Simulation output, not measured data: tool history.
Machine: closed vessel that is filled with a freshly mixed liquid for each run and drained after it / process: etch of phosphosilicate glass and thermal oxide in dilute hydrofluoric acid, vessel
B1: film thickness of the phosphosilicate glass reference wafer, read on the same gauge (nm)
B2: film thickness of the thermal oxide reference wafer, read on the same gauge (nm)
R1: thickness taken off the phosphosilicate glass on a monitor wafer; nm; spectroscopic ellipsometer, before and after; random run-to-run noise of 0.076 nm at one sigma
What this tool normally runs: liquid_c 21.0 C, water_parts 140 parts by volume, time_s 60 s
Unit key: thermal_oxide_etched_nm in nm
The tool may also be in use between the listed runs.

Run 1, hour 0.0: usual settings but water_parts 115 parts by volume, time_s 75 s; B1 110.01; B2 120.032. Result: R1 33.20 nm, thermal_oxide_etched_nm 3.026 nm.
Run 2, hour 13.4: usual settings but water_parts 115 parts by volume, time_s 75 s; B1 110.00; B2 120.013. Result: R1 33.26 nm, thermal_oxide_etched_nm 3.023 nm.
Run 3, hour 27.9: usual settings but time_s 75 s; B1 109.98; B2 119.973. Result: R1 26.65 nm, thermal_oxide_etched_nm 2.388 nm.
Run 4, hour 41.2: usual settings but time_s 75 s; B1 109.99; B2 119.990. Result: R1 26.29 nm, thermal_oxide_etched_nm 2.384 nm.
Run 5, hour 51.5: usual settings but liquid_c 24.0 C; B1 109.99; B2 120.013. Result: R1 23.84 nm, thermal_oxide_etched_nm 2.132 nm.
Run 6, hour 59.7: usual settings but time_s 80 s; B1 109.99; B2 120.020. Result: R1 28.15 nm, thermal_oxide_etched_nm 2.540 nm.
Run 7, hour 68.4: usual settings; B1 110.00; B2 120.015. Result: R1 21.16 nm, thermal_oxide_etched_nm 1.932 nm.
Run 8, hour 76.6: usual settings but liquid_c 18.0 C, water_parts 195 parts by volume; B1 110.03; B2 119.977. Result: R1 12.77 nm, thermal_oxide_etched_nm 1.123 nm.
Run 9, hour 82.7: usual settings but liquid_c 25.0 C; B1 109.99; B2 119.990. Result: R1 24.91 nm, thermal_oxide_etched_nm 2.301 nm.
Run 10, hour 91.7: usual settings but liquid_c 17.0 C, water_parts 80 parts by volume, time_s 30 s; B1 110.00; B2 119.987. Result: R1 16.86 nm, thermal_oxide_etched_nm 1.509 nm.
At hour 99.5: gauge calibrated.
Run 11, hour 100.7: usual settings but time_s 80 s; B1 110.00; B2 119.988. Result: R1 28.19 nm, thermal_oxide_etched_nm 2.540 nm.
Run 12, hour 110.1: usual settings; B1 110.00; B2 119.999. Result: R1 21.18 nm, thermal_oxide_etched_nm 1.873 nm.
Run 13, hour 125.9: usual settings but liquid_c 18.0 C, water_parts 175 parts by volume, time_s 35 s; B1 109.99; B2 120.009. Result: R1 8.43 nm, thermal_oxide_etched_nm 0.748 nm.
Run 14, hour 139.4: usual settings but water_parts 180 parts by volume; B1 110.02; B2 119.976. Result: R1 15.78 nm, thermal_oxide_etched_nm 1.391 nm.
Run 15, hour 156.5: usual settings but liquid_c 18.0 C, water_parts 195 parts by volume; B1 110.00; B2 119.995. Result: R1 12.80 nm, thermal_oxide_etched_nm 1.106 nm.
At hour 170.2: hydrofluoric acid flow meter replaced.
At hour 175.1: thermometer replaced.
Run 16, hour 175.6: usual settings; B1 110.00; B2 120.002. Result: R1 21.32 nm, thermal_oxide_etched_nm 1.879 nm.
Run 17, hour 190.6: usual settings but liquid_c 23.0 C, water_parts 205 parts by volume, time_s 35 s; B1 109.97; B2 119.994. Result: R1 8.54 nm, thermal_oxide_etched_nm 0.780 nm.
Run 18, hour 198.4: usual settings but liquid_c 17.5 C, water_parts 165 parts by volume, time_s 30 s; B1 109.99; B2 120.005. Result: R1 7.65 nm, thermal_oxide_etched_nm 0.696 nm.
Run 19, hour 211.9: usual settings but water_parts 115 parts by volume, time_s 80 s; B1 110.00; B2 119.987. Result: R1 35.38 nm, thermal_oxide_etched_nm 3.067 nm.
Run 20, hour 229.3: usual settings but liquid_c 18.0 C, water_parts 190 parts by volume; B1 109.99; B2 119.990. Result: R1 13.23 nm, thermal_oxide_etched_nm 1.213 nm.
Run 21, hour 264.3: usual settings but liquid_c 19.0 C, water_parts 90 parts by volume, time_s 35 s; B1 110.00; B2 119.995. Result: R1 18.62 nm, thermal_oxide_etched_nm 1.694 nm.
Run 22, hour 271.7: usual settings but liquid_c 18.0 C, water_parts 100 parts by volume, time_s 40 s; B1 110.02; B2 119.997. Result: R1 18.38 nm, thermal_oxide_etched_nm 1.660 nm.
Run 23, hour 283.7: usual settings; B1 110.03; B2 119.997. Result: R1 21.30 nm, thermal_oxide_etched_nm 1.953 nm.
Run 24, hour 297.2: usual settings but liquid_c 23.5 C, water_parts 180 parts by volume, time_s 45 s; B1 110.00; B2 120.015. Result: R1 13.08 nm, thermal_oxide_etched_nm 1.186 nm.
Run 25, hour 304.2: usual settings but liquid_c 17.0 C, water_parts 195 parts by volume, time_s 35 s; B1 109.99; B2 120.003. Result: R1 7.19 nm, thermal_oxide_etched_nm 0.662 nm.
Run 26, hour 315.2: usual settings but liquid_c 26.0 C, time_s 70 s; B1 109.99; B2 119.991. Result: R1 30.02 nm, thermal_oxide_etched_nm 2.705 nm.
Run 27, hour 323.8: usual settings but liquid_c 17.5 C, water_parts 75 parts by volume, time_s 80 s; B1 110.00; B2 119.988. Result: R1 48.94 nm, thermal_oxide_etched_nm 4.409 nm.

List, for all runs, the conditions of the tool that the log does not record:
liquid hotter than its thermometer reads (K): 0 in every run
hydrofluoric acid flow above the setpoint (%): 0 in every run
gauge reads high (%): 0 in every run
